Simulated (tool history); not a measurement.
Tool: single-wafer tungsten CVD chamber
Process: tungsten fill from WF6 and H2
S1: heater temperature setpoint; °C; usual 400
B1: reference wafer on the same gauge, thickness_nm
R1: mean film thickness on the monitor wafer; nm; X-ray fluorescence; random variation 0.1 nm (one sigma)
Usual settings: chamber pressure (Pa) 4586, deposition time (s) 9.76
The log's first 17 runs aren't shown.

Run 18, hour 301: usual settings but S1 411 °C, chamber pressure (Pa) 3866; B1 31.891. Result: R1 34.249 nm.
Run 19, hour 312.7: usual settings but S1 404 °C, chamber pressure (Pa) 4293, deposition time (s) 11.14; B1 31.881. Result: R1 36.526 nm.
Run 20, hour 329.9: usual settings; B1 31.921. Result: R1 30.556 nm.
Run 21, hour 344.9: usual settings but deposition time (s) 11.29; B1 31.905. Result: R1 35.34 nm.
Run 22, hour 356.2: usual settings but chamber pressure (Pa) 3626, deposition time (s) 10.76; B1 31.878. Result: R1 30.281 nm.
Run 23, hour 370.4: usual settings but S1 396 °C; B1 31.916. Result: R1 28.217 nm.
Run 24, hour 386.5: usual settings but deposition time (s) 8.19; B1 31.931. Result: R1 25.542 nm.
Run 25, hour 394: usual settings; B1 31.886. Result: R1 30.171 nm.
At hour 405.4: showerhead replaced.
At hour 421.8: capacitance manometer re-zeroed and calibrated.
Run 26, hour 443.1: usual settings but S1 409 °C, chamber pressure (Pa) 3733; B1 31.874. Result: R1 32.63 nm.
Run 27, hour 456.6: usual settings but S1 412 °C; B1 31.89. Result: R1 37.014 nm.
Run 28, hour 463: usual settings; B1 31.903. Result: R1 30.309 nm.
Run 29, hour 470.8: usual settings but chamber pressure (Pa) 5466, deposition time (s) 8.5; B1 31.903. Result: R1 28.404 nm.
Run 30, hour 486.1: usual settings but chamber pressure (Pa) 5240; B1 31.897. Result: R1 31.997 nm.
Run 31, hour 496.5: usual settings; B1 31.881. Result: R1 30.472 nm.
Run 32, hour 508.1: usual settings but deposition time (s) 8.92; B1 31.906. Result: R1 27.448 nm.
Run 33, hour 535.1: usual settings; B1 31.912. Result: R1 30.216 nm.
Run 34, hour 549: usual settings but chamber pressure (Pa) 3586, deposition time (s) 10.76; B1 31.903. Result: R1 30.113 nm.
Run 35, hour 559.1: usual settings; B1 31.897. Result: R1 30.216 nm.

Forecast each of these 3 alternatives for the next run:
Run A, hour 559.5: usual settings; B1 ?. Result: R1 ?.
Run B, hour 559.5: usual settings but S1 391 °C, chamber pressure (Pa) 5173; B1 ?. Result: R1 ?.
Run C, hour 559.5: usual settings but deposition time (s) 11.52; B1 ?. Result: R1 ?.

run      B1      R1
  A  31.894  30.159
  B  31.894  26.772
  C  31.894  35.621
Without the tool's hidden state the same runs would have given:
run      R1
  A  29.925
  B  26.551
  C  35.344
